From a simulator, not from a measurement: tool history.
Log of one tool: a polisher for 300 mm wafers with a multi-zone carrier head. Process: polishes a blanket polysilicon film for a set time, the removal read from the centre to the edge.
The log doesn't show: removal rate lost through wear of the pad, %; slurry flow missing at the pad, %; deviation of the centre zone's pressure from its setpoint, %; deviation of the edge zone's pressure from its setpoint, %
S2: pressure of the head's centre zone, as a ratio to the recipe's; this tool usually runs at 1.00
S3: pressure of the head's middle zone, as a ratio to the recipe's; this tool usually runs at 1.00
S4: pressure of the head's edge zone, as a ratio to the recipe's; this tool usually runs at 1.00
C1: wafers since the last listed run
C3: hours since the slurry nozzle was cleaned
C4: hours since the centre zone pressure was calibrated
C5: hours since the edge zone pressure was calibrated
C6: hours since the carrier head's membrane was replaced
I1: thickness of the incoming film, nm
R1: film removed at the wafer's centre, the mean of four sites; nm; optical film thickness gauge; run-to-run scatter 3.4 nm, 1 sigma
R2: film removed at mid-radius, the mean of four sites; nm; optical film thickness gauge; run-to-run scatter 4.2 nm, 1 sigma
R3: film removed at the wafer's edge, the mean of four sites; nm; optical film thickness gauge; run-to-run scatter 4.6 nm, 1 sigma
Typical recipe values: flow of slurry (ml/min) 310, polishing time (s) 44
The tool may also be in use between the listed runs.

run 1 hour=0.0 | flow_of_slurry_(ml/min)=310 S2=1.00 S3=1.00 S4=1.00 polishing_time_(s)=51 | C1=0 wafers_polished_on_this_pad=1055 C3=308.4 C4=1194.0 C5=822.2 C6=1767.0 | I1=1621.0 | R1=362.4 R2=405.9 R3=398.6
-- hour=44.6 slurry nozzle cleaned
-- hour=47.3 edge zone pressure recalibrated
run 2 hour=71.4 | flow_of_slurry_(ml/min)=310 S2=1.00 S3=1.00 S4=1.00 polishing_time_(s)=44 | C1=850 wafers_polished_on_this_pad=1906 C3=26.8 C4=1265.4 C5=24.1 C6=1838.4 | I1=1653.5 | R1=308.8 R2=342.2 R3=344.2
-- hour=107.0 centre zone pressure recalibrated
run 3 hour=139.1 | flow_of_slurry_(ml/min)=310 S2=1.00 S3=1.00 S4=1.00 polishing_time_(s)=44 | C1=816 wafers_polished_on_this_pad=2723 C3=94.5 C4=32.1 C5=91.8 C6=1906.1 | I1=1613.9 | R1=345.1 R2=347.3 R3=339.5
-- hour=203.3 carrier head's membrane replaced by a new one
run 4 hour=203.7 | flow_of_slurry_(ml/min)=310 S2=1.00 S3=0.94 S4=1.00 polishing_time_(s)=55 | C1=741 wafers_polished_on_this_pad=3464 C3=159.1 C4=96.7 C5=156.4 C6=0.4 | I1=1645.7 | R1=422.6 R2=415.0 R3=435.5
-- hour=226.8 worn pad replaced by a new one
run 5 hour=269.3 | flow_of_slurry_(ml/min)=310 S2=1.00 S3=0.94 S4=1.00 polishing_time_(s)=55 | C1=765 wafers_polished_on_this_pad=528 C3=224.7 C4=162.3 C5=222.0 C6=66.0 | I1=1629.8 | R1=428.6 R2=416.8 R3=429.7
run 6 hour=319.1 | flow_of_slurry_(ml/min)=265 S2=1.00 S3=1.00 S4=1.00 polishing_time_(s)=44 | C1=619 wafers_polished_on_this_pad=1147 C3=274.5 C4=212.1 C5=271.8 C6=115.8 | I1=1639.1 | R1=331.4 R2=338.2 R3=338.8
-- hour=344.3 slurry nozzle cleaned
run 7 hour=379.3 | flow_of_slurry_(ml/min)=210 S2=1.00 S3=1.00 S4=1.00 polishing_time_(s)=32 | C1=736 wafers_polished_on_this_pad=1883 C3=35.0 C4=272.3 C5=332.0 C6=176.0 | I1=1658.7 | R1=231.1 R2=240.8 R3=246.5
run 8 hour=446.8 | flow_of_slurry_(ml/min)=310 S2=1.12 S3=0.96 S4=1.00 polishing_time_(s)=44 | C1=839 wafers_polished_on_this_pad=2723 C3=102.5 C4=339.8 C5=399.5 C6=243.5 | I1=1627.2 | R1=372.3 R2=337.9 R3=338.4
-- hour=558.4 worn pad replaced by a new one
run 9 hour=562.8 | flow_of_slurry_(ml/min)=310 S2=1.00 S3=1.00 S4=1.00 polishing_time_(s)=44 | C1=1392 wafers_polished_on_this_pad=54 C3=218.5 C4=455.8 C5=515.5 C6=359.5 | I1=1646.3 | R1=333.0 R2=344.9 R3=337.3
run 10 hour=587.7 | flow_of_slurry_(ml/min)=310 S2=0.92 S3=1.00 S4=1.00 polishing_time_(s)=50 | C1=309 wafers_polished_on_this_pad=364 C3=243.4 C4=480.7 C5=540.4 C6=384.4 | I1=1609.8 | R1=343.9 R2=386.3 R3=384.6
run 11 hour=640.5 | flow_of_slurry_(ml/min)=310 S2=0.89 S3=1.08 S4=0.92 polishing_time_(s)=55 | C1=656 wafers_polished_on_this_pad=1021 C3=296.2 C4=533.5 C5=593.2 C6=437.2 | I1=1632.2 | R1=364.4 R2=449.7 R3=417.4
-- hour=655.0 slurry nozzle cleaned
run 12 hour=689.0 | flow_of_slurry_(ml/min)=375 S2=1.00 S3=1.00 S4=1.00 polishing_time_(s)=44 | C1=590 wafers_polished_on_this_pad=1611 C3=34.0 C4=582.0 C5=641.7 C6=485.7 | I1=1653.5 | R1=334.3 R2=343.5 R3=345.7
run 13 hour=729.1 | flow_of_slurry_(ml/min)=310 S2=1.00 S3=1.00 S4=1.00 polishing_time_(s)=44 | C1=498 wafers_polished_on_this_pad=2110 C3=74.1 C4=622.1 C5=681.8 C6=525.8 | I1=1635.9 | R1=326.9 R2=339.6 R3=341.7
run 14 hour=788.5 | flow_of_slurry_(ml/min)=310 S2=1.00 S3=1.00 S4=1.00 polishing_time_(s)=44 | C1=738 wafers_polished_on_this_pad=2848 C3=133.5 C4=681.5 C5=741.2 C6=585.2 | I1=1607.9 | R1=324.8 R2=344.9 R3=346.7
-- hour=815.9 edge zone pressure recalibrated
run 15 hour=816.4 | flow_of_slurry_(ml/min)=310 S2=1.07 S3=1.00 S4=1.00 polishing_time_(s)=35 | C1=322 wafers_polished_on_this_pad=3171 C3=161.4 C4=709.4 C5=0.5 C6=613.1 | I1=1653.6 | R1=281.0 R2=277.2 R3=273.5
run 16 hour=873.4 | flow_of_slurry_(ml/min)=405 S2=1.00 S3=1.00 S4=1.12 polishing_time_(s)=30 | C1=708 wafers_polished_on_this_pad=3879 C3=218.4 C4=766.4 C5=57.5 C6=670.1 | I1=1658.6 | R1=222.4 R2=237.1 R3=249.5
-- hour=880.3 worn pad replaced by a new one
run 17 hour=940.8 | flow_of_slurry_(ml/min)=245 S2=0.93 S3=1.09 S4=0.90 polishing_time_(s)=44 | C1=788 wafers_polished_on_this_pad=751 C3=285.8 C4=833.8 C5=124.9 C6=737.5 | I1=1638.5 | R1=293.4 R2=359.3 R3=323.2
run 18 hour=969.7 | flow_of_slurry_(ml/min)=310 S2=0.89 S3=1.08 S4=0.92 polishing_time_(s)=55 | C1=359 wafers_polished_on_this_pad=1111 C3=314.7 C4=862.7 C5=153.8 C6=766.4 | I1=1617.7 | R1=353.5 R2=446.0 R3=411.7
-- hour=997.9 slurry nozzle cleaned
run 19 hour=1017.2 | flow_of_slurry_(ml/min)=390 S2=0.91 S3=1.00 S4=1.00 polishing_time_(s)=54 | C1=578 wafers_polished_on_this_pad=1689 C3=19.3 C4=910.2 C5=201.3 C6=813.9 | I1=1631.9 | R1=361.1 R2=423.7 R3=426.2
run 20 hour=1043.3 | flow_of_slurry_(ml/min)=310 S2=1.00 S3=1.00 S4=1.00 polishing_time_(s)=44 | C1=324 wafers_polished_on_this_pad=2013 C3=45.4 C4=936.3 C5=227.4 C6=840.0 | I1=1640.4 | R1=326.6 R2=345.0 R3=352.9
run 21 hour=1070.9 | flow_of_slurry_(ml/min)=310 S2=1.00 S3=1.00 S4=1.00 polishing_time_(s)=44 | C1=343 wafers_polished_on_this_pad=2357 C3=73.0 C4=963.9 C5=255.0 C6=867.6 | I1=1645.3 | R1=312.9 R2=349.0 R3=346.4
run 22 hour=1108.0 | flow_of_slurry_(ml/min)=310 S2=1.00 S3=1.00 S4=0.91 polishing_time_(s)=40 | C1=461 wafers_polished_on_this_pad=2818 C3=110.1 C4=1001.0 C5=292.1 C6=904.7 | I1=1664.6 | R1=291.0 R2=309.0 R3=303.3

Each row is a separate what-if for the run after 22, all from the same tool condition, not one after another. Results?
run A hour=1108.4 | flow_of_slurry_(ml/min)=310 S2=1.00 S3=1.00 S4=1.00 polishing_time_(s)=44 | C1=4 wafers_polished_on_this_pad=2823 C3=110.5 C4=1001.4 C5=292.5 C6=905.1 | I1=1661.7 | R1=? R2=? R3=?
run B hour=1108.4 | flow_of_slurry_(ml/min)=275 S2=1.00 S3=1.00 S4=1.05 polishing_time_(s)=44 | C1=4 wafers_polished_on_this_pad=2823 C3=110.5 C4=1001.4 C5=292.5 C6=905.1 | I1=1661.7 | R1=? R2=? R3=?
run C hour=1108.4 | flow_of_slurry_(ml/min)=395 S2=1.00 S3=1.00 S4=1.00 polishing_time_(s)=44 | C1=4 wafers_polished_on_this_pad=2823 C3=110.5 C4=1001.4 C5=292.5 C6=905.1 | I1=1661.7 | R1=? R2=? R3=?
run D hour=1108.4 | flow_of_slurry_(ml/min)=310 S2=0.92 S3=1.00 S4=1.05 polishing_time_(s)=44 | C1=4 wafers_polished_on_this_pad=2823 C3=110.5 C4=1001.4 C5=292.5 C6=905.1 | I1=1661.7 | R1=? R2=? R3=?

run=A R1=314.6 R2=340.8 R3=342.9
run=B R1=311.9 R2=338.1 R3=348.3
run=C R1=319.9 R2=346.0 R3=346.8
run=D R1=289.1 R2=340.9 R3=350.4
With no hidden state in the tool, these same runs would have given:
run=A R1=333.6 R2=340.7 R3=342.9
run=B R1=330.7 R2=338.0 R3=348.3
run=C R1=339.1 R2=345.9 R3=346.8
run=D R1=306.7 R2=340.8 R3=350.4

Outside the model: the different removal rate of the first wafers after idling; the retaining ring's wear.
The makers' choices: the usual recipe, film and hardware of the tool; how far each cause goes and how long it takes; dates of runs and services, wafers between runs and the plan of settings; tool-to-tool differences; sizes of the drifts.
